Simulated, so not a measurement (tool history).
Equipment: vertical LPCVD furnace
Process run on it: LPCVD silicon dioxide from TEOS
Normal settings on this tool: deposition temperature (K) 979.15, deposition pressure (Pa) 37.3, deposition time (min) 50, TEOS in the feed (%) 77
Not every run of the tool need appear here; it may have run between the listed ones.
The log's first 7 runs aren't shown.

run   hour  deposition temperature (K)  deposition pressure (Pa)  deposition time (min)  TEOS in the feed (%)  wafers since the last listed run  hours since the last temperature calibration  hours since the pressure gauge was zeroed  hours since the TEOS flow controller was replaced  hours since the gauge calibration  read-back reference wafer on the same gauge, thickness  film thickness on the monitor wafer in the middle of the boat (Å)
  8  114.2                      979.15                      37.3                   41.5                    77                               151                                        3848.7                                     4462.7                                             5780.8                              222.7                                                  425.02                                                             3872.8
  9  128.5                      979.15                      37.3                   41.5                    77                               309                                          3863                                       4477                                             5795.1                                237                                                  425.02                                                             3871.1
     143.1  -- gauge calibrated
 10  143.6                      979.15                      37.3                     50                    77                               327                                        3878.1                                     4492.1                                             5810.2                                0.5                                                  424.97                                                             4675.4
 11  155.6                      979.15                      37.3                   54.5                    77                               259                                        3890.1                                     4504.1                                             5822.2                               12.5                                                  425.06                                                             5092.7
 12  172.9                      979.15                      37.3                   54.5                    77                               374                                        3907.4                                     4521.4                                             5839.5                               29.8                                                  424.98                                                             5087.2
 13  188.6                      979.15                      37.3                   54.5                    77                               340                                        3923.1                                     4537.1                                             5855.2                               45.5                                                  425.05                                                             5081.6
 14  194.6                      979.15                      37.3                     50                    77                               129                                        3929.1                                     4543.1                                             5861.2                               51.5                                                     425                                                             4663.3
 15  204.5                      979.15                      37.3                     50                    77                               214                                          3939                                       4553                                             5871.1                               61.4                                                  424.96                                                             4673.1
 16  210.7                      979.15                      37.3                     50                    77                               134                                        3945.2                                     4559.2                                             5877.3                               67.6                                                  424.98                                                             4677.4
 17  224.5                      970.15                      42.7                   65.5                    67                               298                                          3959                                       4573                                             5891.1                               81.4                                                  424.93                                                             4966.1
 18  233.6                      970.15                      37.3                     50                    77                               197                                        3968.1                                     4582.1                                             5900.2                               90.5                                                  424.94                                                             3795.7
 19  242.2                      968.15                      37.3                   43.5                    83                               186                                        3976.7                                     4590.7                                             5908.8                               99.1                                                  424.96                                                             3273.1
     280.9  -- TEOS flow controller replaced
 20  281.4                      985.15                      37.3                     50                    77                               329                                        4015.9                                     4629.9                                                0.5                              138.3                                                  424.96                                                             5371.7
 21  285.5                      979.15                      41.3                     50                    63                                88                                          4020                                       4634                                                4.6                              142.4                                                  424.97                                                             4458.2
 22  289.7                      976.15                      37.3                     50                    77                                90                                        4024.2                                     4638.2                                                8.8                              146.6                                                  425.01                                                             4371.8
     318.9  -- pressure gauge zeroed
       319  -- thermocouples replaced and temperature profile calibrated
 23  319.4                      968.15                      28.7                     62                    86                               121                                           0.4                                        0.5                                               38.5                              176.3                                                  424.91                                                             3852.1
 24  323.5                      974.15                      37.3                   58.5                    77                                88                                           4.5                                        4.6                                               42.6                              180.4                                                  424.95                                                             4513.6
 25  327.6                      979.15                        46                     50                    77                                88                                           8.6                                        8.7                                               46.7                              184.5                                                  424.93                                                             4810.4
 26  339.2                      976.15                      37.3                     50                    77                               251                                          20.2                                       20.3                                               58.3                              196.1                                                  424.98                                                             4050.6
 27    353                      973.15                      37.3                     50                    69                               298                                            34                                       34.1                                               72.1                              209.9                                                  425.02                                                             3570.8
 28    360                      986.15                      37.3                     50                    67                               151                                            41                                       41.1                                               79.1                              216.9                                                  425.03                                                             4747.2
 29  370.4                      968.15                      41.3                   42.5                    63                               225                                          51.4                                       51.5                                               89.5                              227.3                                                  424.98                                                             2712.7
     376.3  -- gauge calibrated
 30  378.7                      990.15                      37.3                     50                    77                               179                                          59.7                                       59.8                                               97.8                                2.4                                                  425.05                                                             5573.4
 31  395.7                      979.15                      37.3                   56.5                    77                               368                                          76.7                                       76.8                                              114.8                               19.4                                                  425.01                                                             4912.6
 32  428.9                      979.15                      40.7                   69.5                    89                               719                                         109.9                                        110                                                148                               52.6                                                  424.97                                                             6769.9

Consider 3 possible next runs. They are alternatives, not a sequence: every one starts from the tool as it was left by run 32. What does each give?
  A  433.1                      974.15                      37.3                     50                    77                                90                                         114.1                                      114.2                                              152.2                               56.8                                                       ?                                                                  ?
  B  433.1                      979.15                      40.7                     50                    82                                90                                         114.1                                      114.2                                              152.2                               56.8                                                       ?                                                                  ?
  C  433.1                      984.15                      37.3                     36                    77                                90                                         114.1                                      114.2                                              152.2                               56.8                                                       ?                                                                  ?

run  read-back reference wafer on the same gauge, thickness  film thickness on the monitor wafer in the middle of the boat (Å)
  A                                                   425.1                                                             3877.7
  B                                                   425.1                                                             4687.2
  C                                                   425.1                                                             3512.3
Take away the tool's hidden state, keep each run's random variation, and the runs would have read:
run  film thickness on the monitor wafer in the middle of the boat (Å)
  A                                                             3842.8
  B                                                             4645.4
  C                                                             3481.3

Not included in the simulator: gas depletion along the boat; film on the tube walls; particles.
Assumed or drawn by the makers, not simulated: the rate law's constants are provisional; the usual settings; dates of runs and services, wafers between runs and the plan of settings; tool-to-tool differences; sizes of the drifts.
